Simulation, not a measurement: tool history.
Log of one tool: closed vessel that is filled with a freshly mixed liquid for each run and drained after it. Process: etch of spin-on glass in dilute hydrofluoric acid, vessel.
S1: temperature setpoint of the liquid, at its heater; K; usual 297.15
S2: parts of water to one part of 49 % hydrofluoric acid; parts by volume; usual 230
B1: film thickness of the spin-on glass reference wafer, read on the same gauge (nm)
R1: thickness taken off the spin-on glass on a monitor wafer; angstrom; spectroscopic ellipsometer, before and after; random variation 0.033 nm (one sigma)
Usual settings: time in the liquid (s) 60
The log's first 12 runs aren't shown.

{"run": 13, "hour": 1337.6, "S1": 297.15, "S2": 270, "time in the liquid (s)": 50, "B1": 39.99, "R1": 57.1}
{"hour": 1388.6, "done": "gauge calibrated"}
{"run": 14, "hour": 1575.7, "S1": 301.65, "S2": 335, "time in the liquid (s)": 45, "B1": 40.01, "R1": 44.9}
{"run": 15, "hour": 1651.5, "S1": 297.15, "S2": 120, "time in the liquid (s)": 60, "B1": 39.98, "R1": 180.4}
{"run": 16, "hour": 1716.1, "S1": 300.15, "S2": 230, "time in the liquid (s)": 60, "B1": 40.05, "R1": 92.4}
{"run": 17, "hour": 1796.6, "S1": 298.65, "S2": 230, "time in the liquid (s)": 60, "B1": 40.03, "R1": 87.3}
{"run": 18, "hour": 1839.0, "S1": 297.15, "S2": 230, "time in the liquid (s)": 60, "B1": 40, "R1": 82.6}
{"run": 19, "hour": 1918.9, "S1": 297.15, "S2": 230, "time in the liquid (s)": 60, "B1": 39.95, "R1": 82.7}
{"run": 20, "hour": 1985.4, "S1": 294.65, "S2": 165, "time in the liquid (s)": 85, "B1": 40, "R1": 159.1}
{"run": 21, "hour": 2070.0, "S1": 297.15, "S2": 230, "time in the liquid (s)": 30, "B1": 39.97, "R1": 41.1}
{"run": 22, "hour": 2165.1, "S1": 297.15, "S2": 230, "time in the liquid (s)": 60, "B1": 40, "R1": 81.9}
{"run": 23, "hour": 2205.5, "S1": 297.15, "S2": 230, "time in the liquid (s)": 60, "B1": 40.01, "R1": 81.4}
{"run": 24, "hour": 2274.9, "S1": 294.65, "S2": 230, "time in the liquid (s)": 80, "B1": 40.02, "R1": 99}
{"hour": 2316.1, "done": "thermometer replaced"}
{"run": 25, "hour": 2374.3, "S1": 297.15, "S2": 295, "time in the liquid (s)": 60, "B1": 39.99, "R1": 59.4}
{"run": 26, "hour": 2440.8, "S1": 295.15, "S2": 230, "time in the liquid (s)": 60, "B1": 40.01, "R1": 75.3}
{"run": 27, "hour": 2483.9, "S1": 299.15, "S2": 130, "time in the liquid (s)": 60, "B1": 40, "R1": 173.7}
{"run": 28, "hour": 2531.4, "S1": 297.15, "S2": 230, "time in the liquid (s)": 60, "B1": 40.02, "R1": 81.2}
{"run": 29, "hour": 2597.4, "S1": 297.15, "S2": 185, "time in the liquid (s)": 95, "B1": 39.99, "R1": 166.3}
{"run": 30, "hour": 2651.4, "S1": 295.15, "S2": 230, "time in the liquid (s)": 60, "B1": 39.95, "R1": 74.7}
{"run": 31, "hour": 2687.4, "S1": 297.15, "S2": 230, "time in the liquid (s)": 60, "B1": 40, "R1": 81.1}
{"run": 32, "hour": 2736.7, "S1": 292.15, "S2": 230, "time in the liquid (s)": 60, "B1": 39.98, "R1": 67}
{"hour": 2746.8, "done": "hydrofluoric acid flow meter replaced"}
{"run": 33, "hour": 2834.1, "S1": 301.15, "S2": 120, "time in the liquid (s)": 30, "B1": 39.98, "R1": 106.5}
{"run": 34, "hour": 2872.7, "S1": 297.15, "S2": 230, "time in the liquid (s)": 60, "B1": 40.02, "R1": 84.2}

3 ways to go on from here, each from the tool as it stands after run 34. What would each give?
{"run": "A", "hour": 2873.4, "S1": 299.15, "S2": 230, "time in the liquid (s)": 60, "B1": "?", "R1": "?"}
{"run": "B", "hour": 2873.4, "S1": 299.65, "S2": 285, "time in the liquid (s)": 85, "B1": "?", "R1": "?"}
{"run": "C", "hour": 2873.4, "S1": 297.15, "S2": 335, "time in the liquid (s)": 60, "B1": "?", "R1": "?"}

run=A B1=40 R1=90.6
run=B B1=40 R1=99.4
run=C B1=40 R1=52.2
Without the tool's hidden state the same runs would have given:
run=A R1=91.5
run=B R1=100.4
run=C R1=52.7
